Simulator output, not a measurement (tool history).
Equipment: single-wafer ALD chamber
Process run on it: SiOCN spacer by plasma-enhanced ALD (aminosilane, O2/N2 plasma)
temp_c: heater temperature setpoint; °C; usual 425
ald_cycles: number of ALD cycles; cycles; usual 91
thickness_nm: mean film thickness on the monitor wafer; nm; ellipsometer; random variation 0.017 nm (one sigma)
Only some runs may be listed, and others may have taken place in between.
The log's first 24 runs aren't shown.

| run | hour | temp_c | ald_cycles | read-back reference wafer on the same gauge, thickness_nm | thickness_nm |
|---|---|---|---|---|---|
| 25 | 1731.1 | 417 | 109 | 5.485 | 6.100 |
| 26 | 1817.9 | 432 | 91 | 5.480 | 4.890 |
| 27 | 1868.2 | 430 | 105 | 5.478 | 5.710 |
| 28 | 1949.1 | 425 | 91 | 5.476 | 5.010 |
| 29 | 1987.9 | 413 | 108 | 5.483 | 6.192 |
|  | 2046.3 | thermocouple changed; heater temperature recalibrated |
| 30 | 2190.8 | 419 | 74 | 5.479 | 4.113 |
| 31 | 2292.0 | 434 | 78 | 5.484 | 4.150 |
| 32 | 2350.8 | 425 | 91 | 5.482 | 4.985 |
| 33 | 2457.1 | 421 | 76 | 5.480 | 4.176 |
| 34 | 2554.5 | 425 | 91 | 5.476 | 4.959 |
| 35 | 2650.9 | 432 | 81 | 5.478 | 4.366 |
| 36 | 2690.3 | 439 | 91 | 5.479 | 4.830 |
| 37 | 2737.9 | 435 | 84 | 5.484 | 4.488 |

Each row is a separate what-if for the run after 37, all from the same tool condition, not one after another. Results?
| A | 2738.5 | 436 | 91 | ? | ? |
| B | 2738.5 | 435 | 100 | ? | ? |
| C | 2738.5 | 425 | 77 | ? | ? |
| D | 2738.5 | 430 | 91 | ? | ? |
| E | 2738.5 | 425 | 76 | ? | ? |

| run | read-back reference wafer on the same gauge, thickness_nm | thickness_nm |
|---|---|---|
| A | 5.477 | 4.834 |
| B | 5.477 | 5.328 |
| C | 5.477 | 4.221 |
| D | 5.477 | 4.918 |
| E | 5.477 | 4.166 |
Stripped of hidden state, with their random variation kept, the same runs would have yielded:
| run | thickness_nm |
|---|---|
| A | 4.775 |
| B | 5.263 |
| C | 4.171 |
| D | 4.859 |
| E | 4.117 |

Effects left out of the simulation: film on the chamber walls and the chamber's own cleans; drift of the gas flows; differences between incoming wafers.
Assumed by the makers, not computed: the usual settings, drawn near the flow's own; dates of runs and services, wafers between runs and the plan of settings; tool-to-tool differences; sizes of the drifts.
